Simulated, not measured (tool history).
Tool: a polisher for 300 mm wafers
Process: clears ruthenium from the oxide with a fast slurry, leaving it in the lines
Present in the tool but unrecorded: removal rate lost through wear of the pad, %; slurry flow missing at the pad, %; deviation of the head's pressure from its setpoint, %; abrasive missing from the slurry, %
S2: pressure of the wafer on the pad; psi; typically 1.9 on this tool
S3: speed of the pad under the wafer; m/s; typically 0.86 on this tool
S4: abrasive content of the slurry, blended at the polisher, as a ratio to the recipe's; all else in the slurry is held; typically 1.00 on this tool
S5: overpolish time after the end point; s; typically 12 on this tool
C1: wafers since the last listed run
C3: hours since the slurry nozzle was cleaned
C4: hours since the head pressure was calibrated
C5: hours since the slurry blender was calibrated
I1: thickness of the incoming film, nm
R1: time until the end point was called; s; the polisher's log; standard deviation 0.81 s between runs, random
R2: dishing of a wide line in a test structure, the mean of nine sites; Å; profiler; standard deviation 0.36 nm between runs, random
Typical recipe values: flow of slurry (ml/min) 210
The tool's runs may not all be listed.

run 1 hour=0.0 | flow_of_slurry_(ml/min)=210 S2=1.9 S3=0.98 S4=1.00 S5=12 | C1=0 wafers_polished_on_this_pad=2497 C3=52.4 C4=801.9 C5=263.4 | I1=197.6 | R1=70.8 R2=303
run 2 hour=64.9 | flow_of_slurry_(ml/min)=245 S2=1.9 S3=0.86 S4=1.00 S5=12 | C1=692 wafers_polished_on_this_pad=3189 C3=117.3 C4=866.8 C5=328.3 | I1=199.6 | R1=79.6 R2=273
run 3 hour=89.0 | flow_of_slurry_(ml/min)=245 S2=1.9 S3=0.86 S4=1.00 S5=12 | C1=257 wafers_polished_on_this_pad=3446 C3=141.4 C4=890.9 C5=352.4 | I1=198.2 | R1=81.0 R2=282
run 4 hour=122.6 | flow_of_slurry_(ml/min)=210 S2=1.9 S3=0.86 S4=1.00 S5=12 | C1=358 wafers_polished_on_this_pad=3804 C3=175.0 C4=924.5 C5=386.0 | I1=199.6 | R1=82.5 R2=268
-- hour=153.4 slurry blender recalibrated
run 5 hour=157.3 | flow_of_slurry_(ml/min)=210 S2=2.1 S3=0.86 S4=1.00 S5=12 | C1=348 wafers_polished_on_this_pad=4153 C3=209.7 C4=959.2 C5=3.9 | I1=199.9 | R1=77.7 R2=284
run 6 hour=201.6 | flow_of_slurry_(ml/min)=210 S2=1.9 S3=0.70 S4=1.00 S5=12 | C1=472 wafers_polished_on_this_pad=4626 C3=254.0 C4=1003.5 C5=48.2 | I1=201.0 | R1=100.7 R2=229
-- hour=224.4 worn pad replaced by a new one
run 7 hour=231.0 | flow_of_slurry_(ml/min)=185 S2=1.9 S3=0.94 S4=1.10 S5=17 | C1=270 wafers_polished_on_this_pad=70 C3=283.4 C4=1032.9 C5=77.6 | I1=203.8 | R1=70.8 R2=433
run 8 hour=294.5 | flow_of_slurry_(ml/min)=210 S2=1.9 S3=0.86 S4=1.00 S5=12 | C1=677 wafers_polished_on_this_pad=747 C3=346.9 C4=1096.4 C5=141.1 | I1=202.6 | R1=79.1 R2=284
run 9 hour=340.6 | flow_of_slurry_(ml/min)=235 S2=1.9 S3=0.86 S4=1.00 S5=12 | C1=491 wafers_polished_on_this_pad=1239 C3=393.0 C4=1142.5 C5=187.2 | I1=197.1 | R1=77.8 R2=295
run 10 hour=411.1 | flow_of_slurry_(ml/min)=210 S2=1.9 S3=0.86 S4=1.00 S5=12 | C1=751 wafers_polished_on_this_pad=1991 C3=463.5 C4=1213.0 C5=257.7 | I1=201.1 | R1=79.8 R2=282
run 11 hour=447.9 | flow_of_slurry_(ml/min)=175 S2=1.9 S3=0.60 S4=1.15 S5=14 | C1=392 wafers_polished_on_this_pad=2383 C3=500.3 C4=1249.8 C5=294.5 | I1=200.1 | R1=106.4 R2=252
-- hour=484.2 head pressure recalibrated
run 12 hour=504.2 | flow_of_slurry_(ml/min)=210 S2=1.9 S3=1.12 S4=1.25 S5=12 | C1=579 wafers_polished_on_this_pad=2963 C3=556.6 C4=20.0 C5=350.8 | I1=201.7 | R1=57.7 R2=380
run 13 hour=528.7 | flow_of_slurry_(ml/min)=210 S2=1.9 S3=0.70 S4=1.00 S5=12 | C1=261 wafers_polished_on_this_pad=3224 C3=581.1 C4=44.5 C5=375.3 | I1=198.0 | R1=95.8 R2=232
run 14 hour=568.4 | flow_of_slurry_(ml/min)=210 S2=1.9 S3=0.86 S4=1.00 S5=7 | C1=423 wafers_polished_on_this_pad=3647 C3=620.8 C4=84.2 C5=415.0 | I1=201.7 | R1=83.7 R2=165
-- hour=593.1 slurry nozzle cleaned
run 15 hour=620.3 | flow_of_slurry_(ml/min)=175 S2=1.5 S3=0.86 S4=1.00 S5=12 | C1=542 wafers_polished_on_this_pad=4190 C3=27.2 C4=136.1 C5=466.9 | I1=203.6 | R1=104.1 R2=225
-- hour=645.5 worn pad replaced by a new one
run 16 hour=667.8 | flow_of_slurry_(ml/min)=210 S2=1.9 S3=0.86 S4=1.00 S5=12 | C1=463 wafers_polished_on_this_pad=238 C3=74.7 C4=183.6 C5=514.4 | I1=200.2 | R1=77.1 R2=288
run 17 hour=698.0 | flow_of_slurry_(ml/min)=185 S2=2.1 S3=0.86 S4=0.75 S5=16 | C1=322 wafers_polished_on_this_pad=560 C3=104.9 C4=213.8 C5=544.6 | I1=200.0 | R1=88.1 R2=345
-- hour=700.4 slurry blender recalibrated
run 18 hour=722.5 | flow_of_slurry_(ml/min)=210 S2=1.2 S3=0.86 S4=0.85 S5=12 | C1=239 wafers_polished_on_this_pad=800 C3=129.4 C4=238.3 C5=22.1 | I1=201.1 | R1=122.0 R2=186
run 19 hour=761.9 | flow_of_slurry_(ml/min)=140 S2=1.6 S3=0.58 S4=1.25 S5=12 | C1=420 wafers_polished_on_this_pad=1220 C3=168.8 C4=277.7 C5=61.5 | I1=198.0 | R1=121.5 R2=190
run 20 hour=788.4 | flow_of_slurry_(ml/min)=210 S2=1.9 S3=0.86 S4=1.00 S5=8 | C1=282 wafers_polished_on_this_pad=1503 C3=195.3 C4=304.2 C5=88.0 | I1=202.5 | R1=79.2 R2=189
run 21 hour=850.0 | flow_of_slurry_(ml/min)=210 S2=1.9 S3=0.86 S4=1.00 S5=18 | C1=657 wafers_polished_on_this_pad=2160 C3=256.9 C4=365.8 C5=149.6 | I1=202.8 | R1=81.3 R2=408
run 22 hour=902.2 | flow_of_slurry_(ml/min)=210 S2=1.9 S3=0.62 S4=1.20 S5=12 | C1=556 wafers_polished_on_this_pad=2717 C3=309.1 C4=418.0 C5=201.8 | I1=202.4 | R1=100.8 R2=227
run 23 hour=960.2 | flow_of_slurry_(ml/min)=210 S2=1.9 S3=0.86 S4=1.00 S5=10 | C1=618 wafers_polished_on_this_pad=3335 C3=367.1 C4=476.0 C5=259.8 | I1=200.6 | R1=81.6 R2=231
run 24 hour=1003.3 | flow_of_slurry_(ml/min)=210 S2=1.9 S3=0.86 S4=1.00 S5=12 | C1=459 wafers_polished_on_this_pad=3795 C3=410.2 C4=519.1 C5=302.9 | I1=201.2 | R1=83.8 R2=278
run 25 hour=1035.6 | flow_of_slurry_(ml/min)=210 S2=1.9 S3=0.60 S4=1.00 S5=12 | C1=344 wafers_polished_on_this_pad=4140 C3=442.5 C4=551.4 C5=335.2 | I1=199.8 | R1=115.8 R2=198
run 26 hour=1085.2 | flow_of_slurry_(ml/min)=250 S2=1.2 S3=0.86 S4=1.00 S5=12 | C1=529 wafers_polished_on_this_pad=4669 C3=492.1 C4=601.0 C5=384.8 | I1=197.9 | R1=117.1 R2=191
-- hour=1121.6 worn pad replaced by a new one
-- hour=1205.1 slurry blender recalibrated
run 27 hour=1283.0 | flow_of_slurry_(ml/min)=210 S2=1.9 S3=0.86 S4=1.00 S5=12 | C1=2045 wafers_polished_on_this_pad=1700 C3=689.9 C4=798.8 C5=77.9 | I1=197.6 | R1=78.1 R2=286

5 ways to go on from here, each from the tool as it stands after run 27. What would each give?
run A hour=1283.4 | flow_of_slurry_(ml/min)=140 S2=1.9 S3=0.86 S4=1.00 S5=12 | C1=4 wafers_polished_on_this_pad=1704 C3=690.3 C4=799.2 C5=78.3 | I1=198.7 | R1=? R2=?
run B hour=1283.4 | flow_of_slurry_(ml/min)=210 S2=1.9 S3=0.66 S4=1.10 S5=6 | C1=4 wafers_polished_on_this_pad=1704 C3=690.3 C4=799.2 C5=78.3 | I1=198.7 | R1=? R2=?
run C hour=1283.4 | flow_of_slurry_(ml/min)=270 S2=1.9 S3=0.86 S4=1.00 S5=12 | C1=4 wafers_polished_on_this_pad=1704 C3=690.3 C4=799.2 C5=78.3 | I1=198.7 | R1=? R2=?
run D hour=1283.4 | flow_of_slurry_(ml/min)=210 S2=1.9 S3=1.16 S4=1.00 S5=17 | C1=4 wafers_polished_on_this_pad=1704 C3=690.3 C4=799.2 C5=78.3 | I1=198.7 | R1=? R2=?
run E hour=1283.4 | flow_of_slurry_(ml/min)=210 S2=1.9 S3=0.86 S4=0.90 S5=12 | C1=4 wafers_polished_on_this_pad=1704 C3=690.3 C4=799.2 C5=78.3 | I1=198.7 | R1=? R2=?

run=A R1=82.8 R2=271
run=B R1=94.3 R2=123
run=C R1=76.0 R2=294
run=D R1=59.4 R2=506
run=E R1=82.7 R2=271
The same runs, with their run-to-run variation unchanged, on a tool lacking any hidden condition would have given:
run=A R1=80.3 R2=279
run=B R1=91.4 R2=127
run=C R1=73.7 R2=303
run=D R1=57.6 R2=520
run=E R1=80.2 R2=280
